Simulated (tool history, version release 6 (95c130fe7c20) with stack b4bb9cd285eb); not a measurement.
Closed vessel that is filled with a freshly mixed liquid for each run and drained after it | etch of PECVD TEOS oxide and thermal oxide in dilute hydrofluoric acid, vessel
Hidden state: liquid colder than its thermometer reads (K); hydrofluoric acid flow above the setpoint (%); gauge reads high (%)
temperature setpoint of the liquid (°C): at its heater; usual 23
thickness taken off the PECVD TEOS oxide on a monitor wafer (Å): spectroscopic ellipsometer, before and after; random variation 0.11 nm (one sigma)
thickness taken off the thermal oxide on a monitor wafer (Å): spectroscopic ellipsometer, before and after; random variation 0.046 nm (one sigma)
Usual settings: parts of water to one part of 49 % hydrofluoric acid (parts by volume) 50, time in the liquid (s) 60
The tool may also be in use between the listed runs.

run	hour	temperature setpoint of the liquid (°C)	parts of water to one part of 49 % hydrofluoric acid (parts by volume)	time in the liquid (s)	wafers since the last listed run	hours since the thermometer was replaced	hours since the hydrofluoric acid flow meter was replaced	hours since the gauge calibration	read-back film thickness of the PECVD TEOS oxide reference wafer, read on the same gauge (nm)	read-back film thickness of the thermal oxide reference wafer, read on the same gauge (nm)	thickness taken off the PECVD TEOS oxide on a monitor wafer (Å)	thickness taken off the thermal oxide on a monitor wafer (Å)
1	0	23	50	60	0	2606.8	2508.1	828.9	40	40	121.6	54.5
2	22.2	23	50	60	2723	2629	2530.3	851.1	39.99	40.01	123.4	55.1
# hour 23.5: hydrofluoric acid flow meter replaced
3	54.1	23	50	60	3790	2660.9	30.6	883	39.98	39.98	120.7	54.1
4	86.8	23	50	60	4011	2693.6	63.3	915.7	39.99	40.03	121.6	54.1
5	105.9	20	60	30	2343	2712.7	82.4	934.8	39.96	39.98	44.4	19.8
6	129.5	23	50	90	2895	2736.3	106	958.4	40.02	40.02	182	82.1
7	152.4	23	50	70	2809	2759.2	128.9	981.3	39.99	39.98	141.3	63.1
8	174.5	23	50	40	2711	2781.3	151	1003.4	40.03	39.99	80.6	36.5
9	203.6	23	50	60	3570	2810.4	180.1	1032.5	39.99	39.99	121.8	54.4
10	222.3	18.5	50	45	2294	2829.1	198.8	1051.2	40.01	40	74.7	33.4
11	241.5	21	60	35	2355	2848.3	218	1070.4	40	39.99	53.1	24.2
# hour 268.2: thermometer replaced
12	272.4	20	35	80	3668	4.2	248.9	1101.3	39.99	40	230.1	103.2
13	303.6	19.5	25	60	3827	35.4	280.1	1132.5	40.01	39.98	234.7	107.7
14	320.3	27	70	85	2048	52.1	296.8	1149.2	40.01	39.96	153.4	69.9
15	339.8	23	50	60	2392	71.6	316.3	1168.7	40.04	40.02	136.2	60.5
# hour 354.5: gauge calibrated
16	372.7	26.5	50	60	4036	104.5	349.2	18.2	40.01	40	156.3	68.3
17	390.4	26	60	40	2171	122.2	366.9	35.9	39.97	40.01	81.6	37.5
18	423.7	23	50	60	4085	155.5	400.2	69.2	40.01	39.99	133.7	60.2
19	516.5	19.5	50	60	11385	248.3	493	162	39.98	40.02	114	51.2
20	548.2	23	50	60	3889	280	524.7	193.7	40.01	40.02	131.9	60.2
21	570	27	30	45	2674	301.8	546.5	215.5	40	39.99	202.7	90.1
22	602	27.5	40	95	3925	333.8	578.5	247.5	40	40.01	323.5	145.5
23	641.9	23	50	80	4895	373.7	618.4	287.4	40.01	39.98	176.1	79.8
24	673.6	25	50	85	3889	405.4	650.1	319.1	39.99	39.94	204	90.5
25	695	27.5	50	60	2625	426.8	671.5	340.5	40.02	40.02	156.5	71.2
26	730.1	18	50	95	4306	461.9	706.6	375.6	40.01	40	165.1	75.7

The tool's hidden state at each run:
hydrofluoric acid flow above the setpoint (%): 0 in every run
gauge reads high (%): 0 in every run
H1: liquid colder than its thermometer reads (K)
run	H1
1	2.38
2	2.4
3	2.43
4	2.46
5	2.48
6	2.5
7	2.52
8	2.53
9	2.56
10	2.58
11	2.59
12	0.188
13	0.215
14	0.229
15	0.246
16	0.275
17	0.29
18	0.319
19	0.4
20	0.428
21	0.447
22	0.475
23	0.509
24	0.537
25	0.556
26	0.586
